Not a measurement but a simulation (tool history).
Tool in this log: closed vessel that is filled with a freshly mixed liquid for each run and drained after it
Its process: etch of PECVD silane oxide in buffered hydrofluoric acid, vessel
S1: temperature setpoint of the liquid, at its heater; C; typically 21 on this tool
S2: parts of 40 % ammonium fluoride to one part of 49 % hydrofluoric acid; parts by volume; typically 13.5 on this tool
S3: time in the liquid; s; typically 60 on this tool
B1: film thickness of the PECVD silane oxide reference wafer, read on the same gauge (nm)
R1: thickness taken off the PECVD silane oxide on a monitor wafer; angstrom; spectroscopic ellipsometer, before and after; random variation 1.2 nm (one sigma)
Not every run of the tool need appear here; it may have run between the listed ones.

run 1 day=0 | S1=21 S2=13.5 S3=75 | B1=80 | R1=1877.8
run 2 day=2.471 | S1=21 S2=13.5 S3=75 | B1=80.02 | R1=1873.8
run 3 day=3.088 | S1=21 S2=13.5 S3=60 | B1=79.99 | R1=1499.7
run 4 day=4.392 | S1=21 S2=13.5 S3=60 | B1=80 | R1=1469
run 5 day=5.017 | S1=21 S2=9.5 S3=60 | B1=80 | R1=2084.3
run 6 day=6.171 | S1=21 S2=9.5 S3=60 | B1=79.98 | R1=2085.4
-- day=6.767 thermometer replaced
run 7 day=7.562 | S1=21 S2=13.5 S3=60 | B1=79.98 | R1=1340.7
run 8 day=8.688 | S1=21 S2=13.5 S3=60 | B1=80.02 | R1=1336
run 9 day=9.504 | S1=21 S2=13.5 S3=60 | B1=80 | R1=1343.8
run 10 day=10.475 | S1=21 S2=13.5 S3=60 | B1=80.01 | R1=1334.7
run 11 day=11.421 | S1=21 S2=13.5 S3=60 | B1=79.97 | R1=1339.2
run 12 day=11.975 | S1=21 S2=13.5 S3=60 | B1=80.02 | R1=1365.3
-- day=13.308 hydrofluoric acid flow meter replaced
run 13 day=13.433 | S1=21 S2=11.5 S3=85 | B1=80.01 | R1=2230
run 14 day=14.188 | S1=17.5 S2=15 S3=45 | B1=80 | R1=743.2
-- day=15.212 gauge calibrated
run 15 day=15.258 | S1=17 S2=11.5 S3=30 | B1=79.99 | R1=633.7
run 16 day=16.721 | S1=19.5 S2=11 S3=60 | B1=80.02 | R1=1530
run 17 day=17.329 | S1=21 S2=17 S3=85 | B1=79.96 | R1=1527.2
run 18 day=18.338 | S1=21 S2=13.5 S3=60 | B1=80.02 | R1=1343.7
run 19 day=19.467 | S1=21 S2=17 S3=85 | B1=80.01 | R1=1526.7
run 20 day=20.458 | S1=21 S2=13.5 S3=35 | B1=79.94 | R1=787.1
run 21 day=21.704 | S1=21 S2=16 S3=60 | B1=79.99 | R1=1148
run 22 day=25.262 | S1=21 S2=11.5 S3=85 | B1=79.99 | R1=2288.5
run 23 day=25.975 | S1=22.5 S2=11.5 S3=95 | B1=79.96 | R1=2722.1
run 24 day=27.033 | S1=25.5 S2=10 S3=35 | B1=79.99 | R1=1356.7
run 25 day=27.925 | S1=21 S2=13.5 S3=60 | B1=79.97 | R1=1351.6
run 26 day=28.629 | S1=25.5 S2=11 S3=60 | B1=80.04 | R1=2123.5
run 27 day=29.829 | S1=21 S2=8 S3=60 | B1=80.03 | R1=2244.6
run 28 day=31.142 | S1=25.5 S2=10 S3=60 | B1=80.03 | R1=2359.7
run 29 day=31.712 | S1=21 S2=13.5 S3=60 | B1=79.95 | R1=1384.8
run 30 day=32.279 | S1=24 S2=13.5 S3=50 | B1=80.01 | R1=1322
run 31 day=33.212 | S1=21 S2=13.5 S3=60 | B1=80.02 | R1=1363.7
run 32 day=34.258 | S1=21 S2=13.5 S3=60 | B1=79.99 | R1=1372.4
run 33 day=35.754 | S1=21 S2=13.5 S3=60 | B1=79.97 | R1=1366.4

Pick out some run-to-run changes in R1. Of each, how much would a tool without hidden state show as well, from the settings, what came in and chance, and how much is left for the hidden state and any gauge scatter not in both results compared?
The hidden state here: liquid hotter than its thermometer reads (K); hydrofluoric acid flow below the setpoint (%); gauge reads high (%).
Run 4 -> 5: S2 13.5 -> 9.5. R1 +615.3 angstrom: hidden state +79.8, all else +535.5.
Run 6 -> 7: S2 9.5 -> 13.5, thermometer replaced. R1 -744.7 angstrom: hidden state -256.2, all else -488.5.
Run 13 -> 14: S1 21 -> 17.5, S2 11.5 -> 15, S3 85 -> 45. R1 -1486.8 angstrom: hidden state -26.7, all else -1460.1.
Run 21 -> 22: S2 16 -> 11.5, S3 60 -> 85. R1 +1140.5 angstrom: hidden state +47.7, all else +1092.8.
Run 23 -> 24: S1 22.5 -> 25.5, S2 11.5 -> 10, S3 95 -> 35. R1 -1365.4 angstrom: hidden state -49.7, all else -1315.7.
